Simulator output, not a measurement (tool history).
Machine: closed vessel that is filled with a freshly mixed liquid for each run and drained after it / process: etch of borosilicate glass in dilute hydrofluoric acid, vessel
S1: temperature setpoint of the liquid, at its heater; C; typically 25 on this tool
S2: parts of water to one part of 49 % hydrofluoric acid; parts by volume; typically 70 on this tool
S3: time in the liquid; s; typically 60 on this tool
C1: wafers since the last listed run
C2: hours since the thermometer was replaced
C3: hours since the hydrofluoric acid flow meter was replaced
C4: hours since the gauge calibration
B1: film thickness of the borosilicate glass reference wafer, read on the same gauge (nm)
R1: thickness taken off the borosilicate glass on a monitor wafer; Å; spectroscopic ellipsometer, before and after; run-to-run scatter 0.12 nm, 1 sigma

run	day	S1	S2	S3	C1	C2	C3	C4	B1	R1
1	0	25	70	80	0	1399.8	426.5	370.8	90	247
2	1.308	25	70	80	3578	1431.2	457.9	402.2	89.97	250.9
3	2.788	25	70	80	4046	1466.7	493.4	437.7	89.99	248.6
4	4.029	25	70	50	3396	1496.5	523.2	467.5	89.98	155.7
5	4.738	25	70	60	1937	1513.5	540.2	484.5	90.01	186.9
6	6.1	23	70	60	3727	1546.2	572.9	517.2	90.01	172.4
7	7.538	23	70	60	3932	1580.7	607.4	551.7	90.03	176.8
8	8.996	25	70	60	3989	1615.7	642.4	586.7	89.99	189.2
# day 9.004: gauge calibrated
9	9.517	25	70	90	1424	1628.2	654.9	12.3	90	282.2
# day 11.271: hydrofluoric acid flow meter replaced
# day 12.704: thermometer replaced
10	13.008	27.5	70	60	9323	7.3	41.7	96.1	89.97	225.2
11	14.433	28	70	80	3898	41.5	75.9	130.3	89.99	306.1
# day 14.85: hydrofluoric acid flow meter replaced, repeated, since the last time left the tool worse
12	15.754	25	70	35	3499	73.2	21.7	162	90.02	101.5
13	16.308	23	55	75	1515	86.5	35	175.3	89.97	265.9
14	17.154	25	70	60	2313	106.8	55.3	195.6	89.99	175.4
15	18.054	28.5	50	35	2461	128.4	76.9	217.2	89.99	173.1
16	18.754	26.5	90	60	1914	145.2	93.7	234	90.01	141.2
17	19.562	27.5	70	60	2211	164.6	113.1	253.4	90.01	197.9

Consider 5 possible next runs. They are alternatives, not a sequence: every one starts from the tool as it was left by run 17. What does each give?
A	19.592	25	70	60	79	165.3	113.8	254.1	?	?
B	19.592	28.5	100	60	79	165.3	113.8	254.1	?	?
C	19.592	25	50	60	79	165.3	113.8	254.1	?	?
D	19.592	28	85	75	79	165.3	113.8	254.1	?	?
E	19.592	30	90	30	79	165.3	113.8	254.1	?	?

run	B1	R1
A	89.99	181.1
B	89.99	139.7
C	89.99	260.2
D	89.99	205.7
E	89.99	83.3
With no hidden state in the tool, these same runs would have given:
run	R1
A	177
B	136.5
C	254.6
D	201
E	81.4
